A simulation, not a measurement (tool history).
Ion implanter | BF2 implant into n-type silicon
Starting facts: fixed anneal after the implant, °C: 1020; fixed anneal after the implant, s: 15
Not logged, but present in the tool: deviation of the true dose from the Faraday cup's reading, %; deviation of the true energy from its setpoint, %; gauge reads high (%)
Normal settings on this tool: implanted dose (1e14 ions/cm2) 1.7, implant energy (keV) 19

| run | day | implanted dose (1e14 ions/cm2) | implant energy (keV) | wafers since the last listed run | hours since the last dose calibration | hours since the extraction supply was calibrated | hours since the gauge calibration | read-back reference wafer on the same gauge, sheet resistance | sheet resistance of the implanted and annealed layer (ohm/square) |
|---|---|---|---|---|---|---|---|---|---|
| 1 | 0 | 1.41 | 24 | 0 | 299.4 | 4245.9 | 796.2 | 540.57 | 673.74 |
| 2 | 1.225 | 1.41 | 24 | 427 | 328.8 | 4275.3 | 825.6 | 540.39 | 680.41 |
| 3 | 3.067 | 1.7 | 19 | 642 | 373 | 4319.5 | 869.8 | 540.83 | 592.61 |
| 4 | 4.167 | 1.7 | 19 | 384 | 399.4 | 4345.9 | 896.2 | 540.78 | 604.66 |
| 5 | 6.371 | 1.7 | 19 | 769 | 452.3 | 4398.8 | 949.1 | 541.86 | 596.66 |
| 6 | 11.262 | 1.81 | 22.5 | 1707 | 569.7 | 4516.2 | 1066.5 | 540.91 | 553.46 |
| 7 | 13.804 | 1.81 | 22.5 | 887 | 630.7 | 4577.2 | 1127.5 | 541.7 | 561.31 |
| 8 | 16.492 | 1.81 | 22.5 | 938 | 695.2 | 4641.7 | 1192 | 541.38 | 559.07 |
| 9 | 17.925 | 1.7 | 24 | 500 | 729.6 | 4676.1 | 1226.4 | 541.08 | 586.82 |
| 10 | 20.629 | 1.7 | 24 | 944 | 794.5 | 4741 | 1291.3 | 540.51 | 591.15 |
| 11 | 22.908 | 1.7 | 24 | 795 | 849.2 | 4795.7 | 1346 | 542.04 | 591.96 |
| 12 | 25.358 | 1.7 | 19 | 855 | 908 | 4854.5 | 1404.8 | 539.64 | 600.8 |
|  | 26.325 | gauge calibrated |
| 13 | 27.275 | 1.7 | 19 | 669 | 954 | 4900.5 | 22.8 | 540.9 | 604.38 |
|  | 28.492 | extraction supply calibrated |
| 14 | 29.204 | 1.7 | 23.5 | 557 | 1000.3 | 17.1 | 69.1 | 540.5 | 593.04 |
| 15 | 31.412 | 1.7 | 23.5 | 770 | 1053.3 | 70.1 | 122.1 | 540.65 | 594.03 |
| 16 | 33.75 | 1.7 | 19 | 816 | 1109.4 | 126.2 | 178.2 | 541.35 | 605.47 |
| 17 | 36.188 | 1.7 | 19 | 851 | 1167.9 | 184.7 | 236.7 | 540.98 | 608.5 |
| 18 | 38.404 | 1.7 | 19 | 773 | 1221.1 | 237.9 | 289.9 | 541.81 | 616.07 |
| 19 | 40.846 | 2.07 | 19 | 852 | 1279.7 | 296.5 | 348.5 | 541.03 | 518.07 |
| 20 | 42.462 | 2 | 13.5 | 564 | 1318.5 | 335.3 | 387.3 | 541.15 | 553.7 |
| 21 | 45.108 | 2.01 | 12.5 | 923 | 1382 | 398.8 | 450.8 | 540.36 | 555.88 |
| 22 | 46.262 | 1.2 | 21 | 402 | 1409.7 | 426.5 | 478.5 | 540.25 | 799.81 |
| 23 | 48.071 | 1.7 | 17 | 631 | 1453.1 | 469.9 | 521.9 | 541.99 | 618.58 |
| 24 | 49.075 | 1.7 | 19 | 350 | 1477.2 | 494 | 546 | 540.8 | 612.3 |
| 25 | 50.496 | 2.18 | 19 | 496 | 1511.3 | 528.1 | 580.1 | 540.23 | 498.19 |
| 26 | 53.067 | 2.1 | 13 | 897 | 1573 | 589.8 | 641.8 | 541.26 | 529.75 |
| 27 | 54.908 | 2.01 | 22 | 642 | 1617.2 | 634 | 686 | 540.58 | 517.43 |
| 28 | 55.933 | 1.7 | 19 | 357 | 1641.8 | 658.6 | 710.6 | 540.33 | 614.78 |
|  | 58.792 | Faraday cup replaced and dose calibrated |
| 29 | 58.812 | 1.7 | 19 | 888 | 0.5 | 727.7 | 779.7 | 541.18 | 580.73 |
| 30 | 60.388 | 1.7 | 19 | 549 | 38.3 | 765.5 | 817.5 | 540.46 | 588.76 |
| 31 | 62.554 | 1.7 | 19 | 756 | 90.3 | 817.5 | 869.5 | 539.88 | 588.12 |
| 32 | 66.067 | 2.07 | 19 | 1226 | 174.6 | 901.8 | 953.8 | 540.92 | 499.73 |
| 33 | 67.162 | 1.93 | 16 | 382 | 200.9 | 928.1 | 980.1 | 540.81 | 547.55 |
| 34 | 69.125 | 1.49 | 19 | 685 | 248 | 975.2 | 1027.2 | 541.38 | 668.68 |
| 35 | 70.583 | 1.7 | 24.5 | 509 | 283 | 1010.2 | 1062.2 | 540.89 | 578.09 |
| 36 | 79.462 | 2.19 | 23.5 | 3099 | 496.1 | 1223.3 | 1275.3 | 540.85 | 473.04 |
| 37 | 81.688 | 1.7 | 13.5 | 776 | 549.5 | 1276.7 | 1328.7 | 541.51 | 622.01 |

Predict each of these 4 candidate next runs independently; none follows another, all start after run 37:
| A | 81.704 | 1.7 | 19 | 5 | 549.9 | 1277.1 | 1329.1 | ? | ? |
| B | 81.704 | 1.87 | 19 | 5 | 549.9 | 1277.1 | 1329.1 | ? | ? |
| C | 81.704 | 1.39 | 23.5 | 5 | 549.9 | 1277.1 | 1329.1 | ? | ? |
| D | 81.704 | 2.16 | 19 | 5 | 549.9 | 1277.1 | 1329.1 | ? | ? |

| run | read-back reference wafer on the same gauge, sheet resistance | sheet resistance of the implanted and annealed layer (ohm/square) |
|---|---|---|
| A | 541.39 | 606.92 |
| B | 541.39 | 558.99 |
| C | 541.39 | 700.54 |
| D | 541.39 | 493.75 |
Without the tool's unlogged condition, the same runs would have read:
| run | sheet resistance of the implanted and annealed layer (ohm/square) |
|---|---|
| A | 589 |
| B | 542.51 |
| C | 680.48 |
| D | 479.27 |
